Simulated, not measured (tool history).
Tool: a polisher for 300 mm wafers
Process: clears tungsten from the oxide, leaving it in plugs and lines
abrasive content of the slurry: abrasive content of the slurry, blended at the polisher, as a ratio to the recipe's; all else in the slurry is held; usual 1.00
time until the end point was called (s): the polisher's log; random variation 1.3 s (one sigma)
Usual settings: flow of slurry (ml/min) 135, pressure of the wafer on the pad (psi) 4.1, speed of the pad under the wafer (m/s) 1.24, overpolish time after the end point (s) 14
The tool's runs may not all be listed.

run	hour	flow of slurry (ml/min)	pressure of the wafer on the pad (psi)	speed of the pad under the wafer (m/s)	abrasive content of the slurry	overpolish time after the end point (s)	incoming thickness of the incoming film, nm	time until the end point was called (s)
1	0.0	135	4.1	1.24	1.00	14	605.9	107.1
2	7.4	135	4.1	1.24	1.00	14	596.6	107.3
# hour 13.9: worn pad replaced by a new one
3	14.4	135	4.1	1.24	1.00	14	601.6	96.0
4	21.2	135	4.1	1.24	1.00	14	590.8	93.0
# hour 31.8: slurry tank refilled with fresh slurry and peroxide
5	34.5	135	4.1	1.06	1.00	14	600.0	108.9
6	41.7	135	4.1	1.06	1.00	14	591.7	115.2
7	49.8	135	4.1	1.24	1.00	14	606.9	101.9
8	59.8	135	4.1	1.24	1.00	14	586.7	100.3
# hour 74.8: worn pad replaced by a new one
9	76.9	135	4.1	1.24	1.00	14	608.9	96.4
10	91.2	135	4.1	1.24	1.00	11	608.6	99.3
11	98.6	135	4.1	1.24	1.00	14	595.2	93.9
# hour 126.5: head pressure recalibrated
# hour 132.3: worn pad replaced by a new one
12	148.5	135	4.1	1.24	1.00	14	597.2	85.3
# hour 164.1: slurry tank refilled with fresh slurry and peroxide
# hour 169.7: slurry nozzle cleaned
13	180.2	135	3.3	1.24	1.00	14	592.0	115.0
# hour 193.6: worn pad replaced by a new one
14	194.0	110	4.5	1.62	1.00	14	589.0	67.2
# hour 205.4: slurry blender recalibrated
15	206.2	135	4.1	1.24	1.00	14	588.0	91.9
16	213.9	135	4.1	1.44	1.00	14	601.7	81.6
17	227.3	135	4.1	1.38	1.00	14	611.2	89.9
# hour 247.0: worn pad replaced by a new one
18	247.5	165	3.5	1.24	1.20	18	608.0	101.0
19	256.5	135	3.1	1.24	1.00	14	600.7	120.3
# hour 265.7: slurry tank refilled with fresh slurry and peroxide
20	266.6	135	2.8	1.36	1.25	19	611.0	120.8
21	283.3	135	4.1	1.24	1.10	14	599.0	92.7
22	290.8	135	4.1	1.44	1.00	14	611.8	87.0

The tool's hidden state at each run:
slurry flow missing at the pad, %: 0 in every run
abrasive missing from the slurry, %: 0 in every run
peroxide lost from the slurry, %: 0 in every run
H1: removal rate lost through wear of the pad, %
H2: deviation of the head's pressure from its setpoint, %
run	H1	H2
1	9.08	-11
2	11.7	-11.1
3	0.488	-11.2
4	0.655	-11.3
5	1.82	-11.5
6	2.92	-11.6
7	4.54	-11.7
8	7.11	-11.8
9	1.02	-11.9
10	1.86	-12.1
11	2.8	-12.1
12	1.94	-1.39
13	8.32	-4.04
14	3.87	-4.97
15	4.37	-5.69
16	5.16	-6.11
17	7.44	-6.77
18	0.189	-7.61
19	0.472	-7.94
20	1.4	-8.28
21	4.33	-8.77
22	6.22	-8.97

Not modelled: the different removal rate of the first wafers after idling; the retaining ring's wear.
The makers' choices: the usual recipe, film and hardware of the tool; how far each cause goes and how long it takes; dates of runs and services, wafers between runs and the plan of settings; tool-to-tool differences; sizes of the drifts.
